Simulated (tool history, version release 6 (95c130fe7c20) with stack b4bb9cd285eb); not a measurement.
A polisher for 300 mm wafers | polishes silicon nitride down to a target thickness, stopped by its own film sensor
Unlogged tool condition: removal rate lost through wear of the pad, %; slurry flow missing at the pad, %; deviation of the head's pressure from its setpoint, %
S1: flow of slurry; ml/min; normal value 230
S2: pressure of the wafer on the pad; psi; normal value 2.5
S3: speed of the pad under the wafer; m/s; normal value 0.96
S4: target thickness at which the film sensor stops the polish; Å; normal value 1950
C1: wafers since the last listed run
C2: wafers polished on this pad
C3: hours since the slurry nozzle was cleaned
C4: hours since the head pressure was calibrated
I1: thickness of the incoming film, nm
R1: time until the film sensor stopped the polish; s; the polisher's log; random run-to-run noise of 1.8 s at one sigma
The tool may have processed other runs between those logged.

run	hour	S1	S2	S3	S4	C1	C2	C3	C4	I1	R1
1	0.0	230	2.5	0.96	1950	0	534	186.3	536.2	339.6	109.0
2	13.1	230	2.5	0.96	1950	128	662	199.4	549.3	338.1	108.3
3	23.2	230	2.5	0.96	1950	99	761	209.5	559.4	336.5	108.8
4	32.6	230	2.5	0.96	1950	92	853	218.9	568.8	340.3	119.2
# hour 34.9: slurry nozzle cleaned
# hour 42.4: worn pad replaced by a new one
5	43.7	230	2.5	0.96	1950	59	12	8.8	579.9	335.1	98.5
6	51.1	230	2.5	0.96	1950	72	84	16.2	587.3	342.3	104.2
7	57.4	230	2.5	0.96	1950	61	146	22.5	593.6	344.8	102.9
8	70.8	190	2.5	0.96	1950	131	278	35.9	607.0	341.9	109.4
9	83.6	230	2.5	0.96	1950	125	403	48.7	619.8	344.4	106.1
10	100.0	230	2.5	0.96	1950	160	564	65.1	636.2	343.1	108.2
11	118.0	230	2.5	0.96	1950	176	741	83.1	654.2	342.4	112.9
# hour 132.7: worn pad replaced by a new one
12	133.2	230	2.5	0.96	1950	109	5	98.3	669.4	339.7	101.0
13	136.8	230	2.5	0.96	1950	35	40	101.9	673.0	342.7	102.0
# hour 146.9: head pressure recalibrated
14	154.5	230	2.5	0.84	1950	153	194	119.6	7.6	338.7	123.3
15	164.8	230	2.5	0.84	1950	101	295	129.9	17.9	341.0	123.1
16	171.2	230	2.2	0.96	1790	62	358	136.3	24.3	337.7	143.5
17	184.6	230	2.5	0.96	1950	131	489	149.7	37.7	338.6	116.7
18	192.6	230	2.0	0.96	1950	78	568	157.7	45.7	335.3	140.4
19	204.2	295	2.5	0.96	1790	113	681	169.3	57.3	335.4	126.9
# hour 210.0: worn pad replaced by a new one
20	214.0	230	2.5	0.96	1950	56	39	179.1	67.1	344.6	112.7
21	223.1	230	2.5	0.96	1950	89	128	188.2	76.2	334.7	106.6
22	239.5	230	2.5	0.96	1950	160	289	204.6	92.6	346.0	115.9
23	249.2	165	2.5	0.96	1950	95	384	214.3	102.3	342.2	121.9
# hour 252.6: slurry nozzle cleaned
24	262.3	205	2.5	0.96	1950	118	503	9.7	115.4	342.0	117.5
25	277.0	230	1.7	1.12	1950	144	647	24.4	130.1	338.8	151.1
26	288.9	230	2.5	0.96	1950	116	763	36.3	142.0	338.6	117.8
# hour 299.4: worn pad replaced by a new one
27	304.0	150	2.5	1.12	1780	108	44	51.4	157.1	339.0	112.2
28	312.8	250	1.9	0.64	1950	86	131	60.2	165.9	333.4	180.5
29	325.4	230	2.1	0.96	1950	123	254	72.8	178.5	336.5	128.6
30	333.4	230	2.5	0.96	1950	78	333	80.8	186.5	339.7	111.5

Estimate the outcome of run 31 from the log above:
31	349.8	230	2.2	1.22	1590	160	493	97.2	202.9	337.6	?

{"run 31": {"R1": 127.5}}
On a tool with no hidden condition, and with the same random variation, this run would have come out at R1 127.2 s.
